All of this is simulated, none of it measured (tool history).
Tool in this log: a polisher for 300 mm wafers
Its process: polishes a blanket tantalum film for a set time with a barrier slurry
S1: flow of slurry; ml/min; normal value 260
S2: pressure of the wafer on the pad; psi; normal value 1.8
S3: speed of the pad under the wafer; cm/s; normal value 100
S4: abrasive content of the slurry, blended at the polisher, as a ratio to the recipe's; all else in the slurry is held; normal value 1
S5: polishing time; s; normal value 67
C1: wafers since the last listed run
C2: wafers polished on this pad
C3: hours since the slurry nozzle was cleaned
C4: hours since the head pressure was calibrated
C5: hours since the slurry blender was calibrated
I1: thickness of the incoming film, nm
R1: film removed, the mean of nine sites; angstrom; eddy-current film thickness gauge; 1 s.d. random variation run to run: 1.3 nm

run	hour	S1	S2	S3	S4	S5	C1	C2	C3	C4	C5	I1	R1
1	0	260	1.8	100	0.8	67	0	1788	824.3	64.2	167.2	334	1047
2	57.6	260	1.8	100	1	67	592	2380	881.9	121.8	224.8	324.9	1088
# hour 86.2: slurry nozzle cleaned
# hour 125.6: worn pad replaced by a new one
3	126.1	260	1.8	100	1	67	652	5	39.9	190.3	293.3	327.9	1103
4	150.8	260	1.8	100	1.25	79	253	259	64.6	215	318	334.2	1374
5	215.3	330	1.8	100	1	67	663	922	129.1	279.5	382.5	325.6	1110
# hour 217.7: slurry blender recalibrated
6	277.6	330	1.8	100	1	67	619	1542	191.4	341.8	59.9	331	1149
7	343.6	260	1.8	100	1	75	678	2221	257.4	407.8	125.9	327.7	1238
8	398.3	260	1.8	100	1	75	562	2783	312.1	462.5	180.6	324.5	1226
9	439.9	260	1.8	100	1	75	427	3211	353.7	504.1	222.2	333.1	1217
# hour 474.1: worn pad replaced by a new one
10	625.8	260	1.4	100	1	67	1870	1559	539.6	690	408.1	327.9	844
# hour 664.2: slurry blender recalibrated
11	671.7	260	1.4	100	1	67	451	2010	585.5	735.9	7.5	331.3	881
12	712	260	1.8	100	1	60	414	2425	625.8	776.2	47.8	331.4	995
13	739.6	260	1.8	100	1	60	283	2709	653.4	803.8	75.4	332.6	1005
14	801.3	260	1.8	100	1	60	634	3343	715.1	865.5	137.1	327.4	980
# hour 830.6: worn pad replaced by a new one
15	863.7	260	1.8	100	1.15	48	600	340	777.5	927.9	199.5	332.7	805
16	894.3	205	1.8	128	1	67	314	654	808.1	958.5	230.1	329.9	1316
# hour 940.3: slurry nozzle cleaned
17	958.7	260	1.8	116	0.75	87	651	1306	18.4	1022.9	294.5	326.5	1435
18	991.2	260	2.3	100	1	67	334	1640	50.9	1055.4	327	326.9	1369
# hour 1045.2: slurry blender recalibrated
19	1054.4	260	1.8	100	1.1	67	629	2270	114.1	1118.6	9.2	333.7	1177
20	1084.7	260	1.8	100	1.1	67	311	2581	144.4	1148.9	39.5	326.9	1151
# hour 1109.7: worn pad replaced by a new one
21	1110.3	290	1.8	100	1	67	222	6	170	1174.5	65.1	335.1	1127
22	1164.7	260	1.3	130	0.9	67	559	565	224.4	1228.9	119.5	333.5	993
# hour 1206.2: head pressure recalibrated
23	1230.2	350	1.4	100	1.2	67	652	1218	289.9	24	185	330.2	934
24	1286.1	260	2.1	100	1	67	574	1793	345.8	79.9	240.9	328.2	1280
25	1348.1	235	1.8	100	1	58	637	2430	407.8	141.9	302.9	329.8	943
26	1401.7	260	1.8	100	1	67	551	2982	461.4	195.5	356.5	326.9	1090
# hour 1449.1: worn pad replaced by a new one
# hour 1456.8: slurry blender recalibrated
27	1473.5	325	1.2	100	1	67	676	230	533.2	267.3	16.7	327.5	777

Estimate the outcome of run 28 from the log above:
28	1507.2	260	1.8	100	1	67	346	576	566.9	301	50.4	330	?

R1: 1104 angstrom
Take away the tool's hidden state, keep the run-to-run variation as it was, and the same run would have given R1 1129 angstrom.
